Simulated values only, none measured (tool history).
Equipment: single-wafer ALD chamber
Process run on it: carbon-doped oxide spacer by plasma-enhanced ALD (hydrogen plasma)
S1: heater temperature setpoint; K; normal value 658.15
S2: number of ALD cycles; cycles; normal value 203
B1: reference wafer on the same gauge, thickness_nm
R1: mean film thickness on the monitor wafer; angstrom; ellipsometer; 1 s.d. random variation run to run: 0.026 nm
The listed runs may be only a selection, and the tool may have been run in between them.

run,hour,S1,S2,B1,R1
1,0.0,658.15,191,9.912,97.42
2,61.9,658.15,203,9.924,103.35
3,98.2,658.15,203,9.911,103.57
4,166.5,658.15,183,9.912,93.31
5,209.3,658.15,183,9.913,93.56
6,414.2,658.15,203,9.917,103.39
7,446.9,658.15,203,9.921,103.40
8,487.5,658.15,203,9.916,103.06
9,538.0,658.15,203,9.916,103.64
10,580.6,658.15,203,9.916,103.59
11,619.1,646.15,203,9.923,102.87
12,688.7,658.15,203,9.929,103.35
13,721.4,658.15,203,9.911,103.14
# hour 761.1: thermocouple changed; heater temperature recalibrated
14,790.5,658.15,203,9.913,103.60
15,842.7,658.15,203,9.922,103.50
16,905.9,658.15,203,9.929,103.79
17,932.9,658.15,203,9.915,103.47
18,998.1,658.15,203,9.912,103.52
# hour 1031.1: gauge calibrated
19,1064.3,658.15,203,9.818,102.50
20,1091.8,658.15,203,9.821,102.44
21,1130.2,658.15,203,9.834,102.92
22,1178.8,658.15,203,9.832,103.16
23,1229.4,658.15,203,9.850,102.44
24,1263.1,664.15,228,9.849,115.78
25,1302.7,649.15,215,9.857,109.52
26,1369.3,658.15,203,9.860,102.79
27,1406.8,667.15,182,9.877,92.15
28,1456.5,658.15,228,9.874,115.67
29,1513.1,648.15,240,9.884,121.85
30,1537.4,658.15,203,9.876,102.82
31,1587.7,665.15,162,9.889,82.06
32,1633.6,649.15,191,9.902,97.16
33,1703.6,645.15,166,9.895,84.58
34,1735.1,658.15,203,9.886,103.10
35,1786.2,658.15,203,9.891,103.16
36,1843.1,658.15,203,9.898,103.08
37,1904.5,650.15,239,9.903,121.59
38,1957.5,653.15,167,9.911,85.21
39,1985.8,658.15,203,9.913,103.38
40,2033.2,658.15,203,9.910,102.85
41,2092.5,668.15,214,9.924,108.62
42,2144.0,658.15,220,9.916,111.87
43,2211.7,648.15,165,9.925,83.94
# hour 2231.3: thermocouple changed; heater temperature recalibrated
44,2250.5,658.15,203,9.924,103.26
45,2285.8,673.15,203,9.918,103.36
46,2314.7,663.15,228,9.928,116.28
47,2381.8,658.15,203,9.927,103.22

Below, some changes in R1 between adjacent runs. For each, the amount present without the hidden state too (settings, incoming material, random variation) and the amount remaining for the hidden state with gauge scatter not shared by both compared results:
Hidden state present: wafer temperature above the value expected at the setpoint (K); gauge reads high (%).
Run 18 -> 19: gauge calibrated. R1 -1.02 angstrom: hidden state -1.09, all else +0.07.
Run 27 -> 28: S1 667.15 -> 658.15, S2 182 -> 228. R1 +23.52 angstrom: hidden state +0.22, all else +23.30.
Run 37 -> 38: S1 650.15 -> 653.15, S2 239 -> 167. R1 -36.38 angstrom: hidden state -0.37, all else -36.01.
Run 42 -> 43: S1 658.15 -> 648.15, S2 220 -> 165. R1 -27.93 angstrom: hidden state -0.32, all else -27.61.
